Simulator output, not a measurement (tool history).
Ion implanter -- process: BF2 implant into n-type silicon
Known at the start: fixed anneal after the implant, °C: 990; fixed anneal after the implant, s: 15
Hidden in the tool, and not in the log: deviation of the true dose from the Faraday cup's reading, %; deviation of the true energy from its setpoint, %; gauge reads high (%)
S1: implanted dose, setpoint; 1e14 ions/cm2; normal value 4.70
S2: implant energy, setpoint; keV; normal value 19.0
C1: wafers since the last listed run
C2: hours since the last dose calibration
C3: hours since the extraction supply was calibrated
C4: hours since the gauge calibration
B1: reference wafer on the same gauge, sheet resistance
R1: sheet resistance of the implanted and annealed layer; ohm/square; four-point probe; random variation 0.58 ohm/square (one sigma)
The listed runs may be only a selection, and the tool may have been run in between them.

run   hour    S1    S2    C1      C2      C3     C4      B1      R1
  1    0.0  5.81  22.0     0  1155.4  5965.1  493.2  234.95  228.30
  2   21.2  5.81  22.0   583  1176.6  5986.3  514.4  234.84  227.57
  3   30.3  4.70  19.0   250  1185.7  5995.4  523.5  234.95  266.83
  4   44.7  4.70  19.0   396  1200.1  6009.8  537.9  235.00  267.59
  5   56.6  4.70  19.0   327  1212.0  6021.7  549.8  234.92  266.78
  6   69.0  4.70  19.0   341  1224.4  6034.1  562.2  235.07  267.48
  7   79.8  4.70  19.0   297  1235.2  6044.9  573.0  234.94  266.19
  8   93.7  4.70  19.0   382  1249.1  6058.8  586.9  235.01  267.15
  9  106.9  4.70  19.0   363  1262.3  6072.0  600.1  234.90  267.78
 10  114.5  4.70  19.0   209  1269.9  6079.6  607.7  235.10  267.60
 11  122.4  4.70  19.0   217  1277.8  6087.5  615.6  235.00  267.39
     124.9  -- gauge calibrated
 12  139.2  4.70  19.0   462  1294.6  6104.3   14.3  234.91  266.59
 13  152.0  5.63  19.0   352  1307.4  6117.1   27.1  235.10  242.66
     160.1  -- Faraday cup replaced and dose calibrated
 14  160.6  5.63  19.0    16     0.5  6125.7   35.7  235.00  242.12
 15  176.5  4.33  24.0   437    16.4  6141.6   51.6  235.02  266.99
 16  193.6  5.46  14.0   470    33.5  6158.7   68.7  234.95  273.36
 17  202.7  4.70  19.0   250    42.6  6167.8   77.8  235.06  267.48
 18  212.5  4.70  19.0   269    52.4  6177.6   87.6  235.01  268.11
 19  229.6  5.18  14.0   470    69.5  6194.7  104.7  234.93  279.29
 20  244.1  4.70  12.5   399    84.0  6209.2  119.2  234.95  304.22
 21  260.2  3.89  13.0   443   100.1  6225.3  135.3  234.87  330.61
 22  275.1  5.69  23.5   410   115.0  6240.2  150.2  235.00  225.87
 23  291.2  4.70  22.5   443   131.1  6256.3  166.3  235.02  255.90
 24  336.2  5.55  23.5  1238   176.1  6301.3  211.3  235.00  228.35
 25  343.5  5.81  22.0   200   183.4  6308.6  218.6  235.02  227.01
 26  349.6  3.94  23.5   167   189.5  6314.7  224.7  235.00  287.17
     362.9  -- extraction supply calibrated
 27  363.4  4.70  19.0   159   203.3     0.5  238.5  235.05  267.47
 28  376.2  5.23  25.0   352   216.1    13.3  251.3  234.95  232.64
 29  382.7  4.70  19.0   178   222.6    19.8  257.8  235.12  266.67
 30  399.4  5.28  12.5   459   239.3    36.5  274.5  235.03  289.45
 31  415.7  4.70  19.0   448   255.6    52.8  290.8  235.08  266.56
 32  425.5  5.79  23.5   269   265.4    62.6  300.6  235.05  223.01
 33  441.0  3.93  22.5   426   280.9    78.1  316.1  234.94  288.15
 34  456.7  4.70  14.0   432   296.6    93.8  331.8  234.92  292.05
 35  466.0  4.70  19.0   256   305.9   103.1  341.1  234.94  267.13
 36  482.7  4.70  22.0   459   322.6   119.8  357.8  234.94  257.44
 37  495.1  4.70  14.5   341   335.0   132.2  370.2  235.08  288.16

The tool's hidden state at each run:
deviation of the true dose from the Faraday cup's reading, %: 0 on each run
deviation of the true energy from its setpoint, %: 0 on each run
gauge reads high (%): 0 on each run
